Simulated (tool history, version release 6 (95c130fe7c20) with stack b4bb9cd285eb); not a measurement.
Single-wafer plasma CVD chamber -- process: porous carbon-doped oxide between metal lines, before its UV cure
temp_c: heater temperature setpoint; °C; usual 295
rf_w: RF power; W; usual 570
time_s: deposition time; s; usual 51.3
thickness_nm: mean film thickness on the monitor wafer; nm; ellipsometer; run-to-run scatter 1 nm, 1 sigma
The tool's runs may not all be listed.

run	hour	temp_c	rf_w	time_s	read-back reference wafer on the same gauge, thickness_nm	thickness_nm
1	0	295	500	51.3	293.625	295.046
2	31.5	302	570	51.3	293.892	298.455
3	83.2	302	570	51.3	293.9	298.706
4	289.9	302	570	51.3	293.736	297.68
# hour 344.7: RF generator calibrated
5	354.1	295	570	51.3	294.1	311.71
# hour 376.6: showerhead replaced
6	400.8	295	570	51.3	293.639	309.395
7	470.5	295	570	51.3	294.01	309.279
# hour 493.3: thermocouple changed; heater temperature recalibrated
8	521.6	295	570	51.3	293.937	309.368
9	582.4	295	570	51.3	294.141	308.128
10	616.8	295	570	51.3	294.174	308.896
11	683.3	284	640	54.6	293.824	364.572
12	711.5	295	570	51.3	293.81	309.023
# hour 758.9: gauge calibrated
13	771.7	286	660	48	293.855	322.278
14	801.8	295	685	51.3	293.894	332.971
15	838.1	291	570	45.6	294.01	281.624
16	902.9	284	570	51.3	293.726	328.966
17	969.4	295	570	51.3	294.012	307.598
18	1030.5	295	620	46	293.922	284.717
19	1075.3	295	570	51.3	293.938	310.253

4 ways to go on from here, each from the tool as it stands after run 19. What would each give?
A	1075.7	287	570	51.3	?	?
B	1075.7	299	600	45.8	?	?
C	1075.7	289	570	46.9	?	?
D	1075.7	306	605	48.3	?	?

run	read-back reference wafer on the same gauge, thickness_nm	thickness_nm
A	294.263	322.775
B	294.263	276.533
C	294.263	292.442
D	294.263	282.177
The same runs, with their run-to-run variation unchanged, on a tool lacking any hidden condition would have given:
run	thickness_nm
A	322.775
B	276.533
C	292.442
D	282.177

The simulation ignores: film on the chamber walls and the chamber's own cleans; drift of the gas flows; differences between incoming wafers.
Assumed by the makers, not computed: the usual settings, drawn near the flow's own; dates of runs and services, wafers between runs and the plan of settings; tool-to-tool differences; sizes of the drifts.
